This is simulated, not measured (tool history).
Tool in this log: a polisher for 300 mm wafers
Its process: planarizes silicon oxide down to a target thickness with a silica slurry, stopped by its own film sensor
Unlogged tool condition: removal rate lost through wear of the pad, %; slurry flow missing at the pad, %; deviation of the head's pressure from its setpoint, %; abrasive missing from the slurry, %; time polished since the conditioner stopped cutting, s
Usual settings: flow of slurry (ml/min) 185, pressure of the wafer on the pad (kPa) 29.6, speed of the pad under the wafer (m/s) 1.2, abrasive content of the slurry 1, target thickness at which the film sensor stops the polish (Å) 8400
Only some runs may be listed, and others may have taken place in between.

run	hour	flow of slurry (ml/min)	pressure of the wafer on the pad (kPa)	speed of the pad under the wafer (m/s)	abrasive content of the slurry	target thickness at which the film sensor stops the polish (Å)	wafers since the last listed run	wafers polished on this pad	hours since the slurry nozzle was cleaned	hours since the head pressure was calibrated	hours since the slurry blender was calibrated	hours since the conditioning disc was replaced	incoming thickness of the incoming film, nm	time until the film sensor stopped the polish (s)
1	0	185	29.6	1.2	1	8400	0	1006	129.2	1018.9	81	49.5	1193.9	86.1
2	31.6	185	29.6	1.2	1	8400	220	1227	160.8	1050.5	112.6	81.1	1199.6	88.7
3	63.8	185	29.6	1.2	1	8400	224	1452	193	1082.7	144.8	113.3	1213.3	91.1
4	78	185	29.6	1.2	1	8400	99	1551	207.2	1096.9	159	127.5	1202.5	86.3
# hour 85.8: worn pad replaced by a new one
5	101.7	185	29.6	1.2	1	8400	137	111	230.9	1120.6	182.7	151.2	1183.5	82
6	115.3	185	29.6	1.2	1	8400	95	206	244.5	1134.2	196.3	164.8	1202.2	89.3
# hour 126.5: slurry nozzle cleaned
# hour 138.5: conditioning disc replaced and pad reconditioned
7	139	185	29.6	1.2	1	8400	144	350	12.5	1157.9	220	0.5	1192	90.2
8	160.1	185	29.6	1.2	1	8400	147	498	33.6	1179	241.1	21.6	1175.9	88.8
9	181.1	185	29.6	0.96	1	8400	146	644	54.6	1200	262.1	42.6	1203.2	109.8
# hour 201.4: head pressure recalibrated
10	212.9	185	29.6	1.2	1	8400	208	853	86.4	11.5	293.9	74.4	1190.5	95.4
11	239.8	185	29.6	1.2	1	8400	187	1040	113.3	38.4	320.8	101.3	1219.5	101.7
# hour 248.2: slurry blender recalibrated
12	257.3	185	29.6	1.4	0.7	8400	108	1149	130.8	55.9	9.1	118.8	1188	122.3
# hour 264.2: slurry nozzle cleaned, repeated, since the last time left the tool worse
13	280.7	185	29.6	1	1	7300	156	1305	16.5	79.3	32.5	142.2	1197.7	120.2
# hour 313: conditioning disc replaced and pad reconditioned
# hour 314.2: worn pad replaced by a new one
14	314.7	185	29.6	1.5	1	8400	214	3	50.5	113.3	66.5	1.7	1184.6	71.8
15	333.3	185	29.6	1.46	1.2	7770	129	133	69.1	131.9	85.1	20.3	1211.2	85.1
16	388.2	185	21.4	0.82	1	8970	383	516	124	186.8	140	75.2	1201.3	119.6
17	419.8	185	20.7	1.2	1	8400	220	737	155.6	218.4	171.6	106.8	1193.7	123.2
18	449	185	29.6	1.2	1	8400	204	941	184.8	247.6	200.8	136	1199.8	87.9
19	467.1	230	29.6	1.2	1	9140	126	1068	202.9	265.7	218.9	154.1	1210.3	69
# hour 476: conditioning disc replaced and pad reconditioned
# hour 500.3: worn pad replaced by a new one
20	500.8	135	29.6	1.2	1.15	8400	193	3	236.6	299.4	252.6	24.8	1195.4	86.6
21	525.3	185	24.8	1.62	1	8400	171	174	261.1	323.9	277.1	49.3	1203.8	91.2
22	540.6	165	29.6	1.32	0.9	8850	106	281	276.4	339.2	292.4	64.6	1206.2	81.7
# hour 547.9: slurry nozzle cleaned
# hour 552.6: slurry blender recalibrated
23	566.3	185	29.6	1.2	1	8400	158	440	18.4	364.9	13.7	90.3	1185.9	80.9
24	599.3	185	29.6	1.2	1	8400	230	670	51.4	397.9	46.7	123.3	1199	85.1
25	622.6	185	29.6	1.2	1	8400	162	833	74.7	421.2	70	146.6	1207.7	86
26	642.4	185	33.8	1.48	0.7	7590	138	971	94.5	441	89.8	166.4	1189.3	111.8

Below, some changes in time until the film sensor stopped the polish (s) between adjacent runs. For each, the amount present without the hidden state too (settings, incoming material, random variation) and the amount remaining for the hidden state with gauge scatter not shared by both compared results:
Run 6 -> 7: slurry nozzle cleaned, conditioning disc replaced and pad reconditioned. time until the film sensor stopped the polish (s) +0.9: hidden state +4.9, all else -4.
Run 12 -> 13: speed of the pad under the wafer (m/s) 1.4 -> 1, abrasive content of the slurry 0.7 -> 1, target thickness at which the film sensor stops the polish (Å) 8400 -> 7300, slurry nozzle cleaned, repeated, since the last time left the tool worse. time until the film sensor stopped the polish (s) -2.1: hidden state -18, all else +15.9.
Run 13 -> 14: speed of the pad under the wafer (m/s) 1 -> 1.5, target thickness at which the film sensor stops the polish (Å) 7300 -> 8400, conditioning disc replaced and pad reconditioned, worn pad replaced by a new one. time until the film sensor stopped the polish (s) -48.4: hidden state +0.4, all else -48.8.
Run 17 -> 18: pressure of the wafer on the pad (kPa) 20.7 -> 29.6. time until the film sensor stopped the polish (s) -35.3: hidden state -0.9, all else -34.4.

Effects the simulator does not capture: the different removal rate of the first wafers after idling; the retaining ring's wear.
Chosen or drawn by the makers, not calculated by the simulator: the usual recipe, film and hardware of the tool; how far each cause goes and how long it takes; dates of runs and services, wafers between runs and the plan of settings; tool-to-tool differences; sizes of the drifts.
